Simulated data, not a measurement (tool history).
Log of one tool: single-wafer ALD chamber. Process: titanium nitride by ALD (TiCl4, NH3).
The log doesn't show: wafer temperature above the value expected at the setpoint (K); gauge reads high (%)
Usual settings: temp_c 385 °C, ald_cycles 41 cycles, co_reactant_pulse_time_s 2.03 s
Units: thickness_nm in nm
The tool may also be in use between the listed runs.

run	hour	temp_c	ald_cycles	co_reactant_pulse_time_s	wafers since the last listed run	hours since the last thermocouple change	hours since the showerhead was replaced	hours since the gauge calibration	read-back reference wafer on the same gauge, thickness_nm	thickness_nm
1	0	385	39	2.03	0	1469.2	4173.7	467.6	0.855	0.888
2	88.8	385	41	2.03	477	1558	4262.5	556.4	0.856	0.935
3	118.1	385	41	2.03	157	1587.3	4291.8	585.7	0.857	0.936
4	136.6	385	41	2.03	99	1605.8	4310.3	604.2	0.858	0.939
5	161.3	385	41	2.03	132	1630.5	4335	628.9	0.858	0.937
6	177.6	385	41	2.03	87	1646.8	4351.3	645.2	0.858	0.932
7	203.4	385	41	2.03	138	1672.6	4377.1	671	0.858	0.934
8	230.6	385	41	2.03	146	1699.8	4404.3	698.2	0.858	0.937
9	254.6	385	41	2.03	129	1723.8	4428.3	722.2	0.859	0.937
10	288.6	385	41	2.03	182	1757.8	4462.3	756.2	0.86	0.94
11	323	385	45	2.63	185	1792.2	4496.7	790.6	0.86	1.044
12	337.2	394	41	2.03	76	1806.4	4510.9	804.8	0.862	0.947
13	370.5	385	41	2.03	179	1839.7	4544.2	838.1	0.861	0.943
# hour 393.4: thermocouple changed; heater temperature recalibrated
14	395	385	41	2.03	88	1.6	4568.7	862.6	0.862	0.941
15	411.4	385	41	2.54	88	18	4585.1	879	0.862	0.953
16	440.2	385	41	2.54	154	46.8	4613.9	907.8	0.861	0.951
17	467.1	385	41	2.54	144	73.7	4640.8	934.7	0.863	0.95
18	496.7	385	41	2.03	159	103.3	4670.4	964.3	0.863	0.938
19	510.4	385	41	2.03	73	117	4684.1	978	0.863	0.941
20	610.2	385	41	2.03	536	216.8	4783.9	1077.8	0.865	0.942
21	696.1	385	41	2.03	462	302.7	4869.8	1163.7	0.867	0.946
22	731.2	385	41	2.03	188	337.8	4904.9	1198.8	0.868	0.944
23	745.4	385	41	2.03	76	352	4919.1	1213	0.867	0.95
24	760.2	385	44	1.77	79	366.8	4933.9	1227.8	0.867	1.012
25	788.5	396	41	2.03	152	395.1	4962.2	1256.1	0.868	0.957
26	800.9	374	48	2.83	66	407.5	4974.6	1268.5	0.868	1.118
27	814.8	381	45	2.33	74	421.4	4988.5	1282.4	0.868	1.043
# hour 818.7: gauge calibrated
28	844.2	391	37	1.74	158	450.8	5017.9	25.5	0.849	0.833
# hour 876.3: showerhead replaced
29	876.8	391	37	1.74	132	483.4	0.5	58.1	0.851	0.838
30	888.7	385	37	2.59	64	495.3	12.4	70	0.85	0.844
31	911.5	373	41	2.03	122	518.1	35.2	92.8	0.85	0.922
32	940.5	385	48	2.03	156	547.1	64.2	121.8	0.851	1.083
33	957.6	399	41	2.03	91	564.2	81.3	138.9	0.852	0.94
34	985.1	385	33	2.49	147	591.7	108.8	166.4	0.852	0.755
35	1014	385	41	2.03	155	620.6	137.7	195.3	0.853	0.93
36	1044.5	374	46	1.67	164	651.1	168.2	225.8	0.852	1.02
37	1066.3	391	37	1.74	117	672.9	190	247.6	0.853	0.839
38	1090.3	380	47	1.82	129	696.9	214	271.6	0.853	1.058
39	1186.6	397	34	2.74	518	793.2	310.3	367.9	0.855	0.791
40	1203.5	378	41	2.03	90	810.1	327.2	384.8	0.855	0.928

The same runs without the tool's hidden state, with the same run-to-run variation:
run	thickness_nm
1	0.883
2	0.928
3	0.929
4	0.931
5	0.929
6	0.924
7	0.925
8	0.928
9	0.927
10	0.929
11	1.031
12	0.935
13	0.931
14	0.929
15	0.94
16	0.937
17	0.936
18	0.924
19	0.927
20	0.926
21	0.928
22	0.926
23	0.931
24	0.991
25	0.937
26	1.095
27	1.021
28	0.833
29	0.838
30	0.844
31	0.922
32	1.082
33	0.939
34	0.754
35	0.928
36	1.017
37	0.836
38	1.053
39	0.787
40	0.923

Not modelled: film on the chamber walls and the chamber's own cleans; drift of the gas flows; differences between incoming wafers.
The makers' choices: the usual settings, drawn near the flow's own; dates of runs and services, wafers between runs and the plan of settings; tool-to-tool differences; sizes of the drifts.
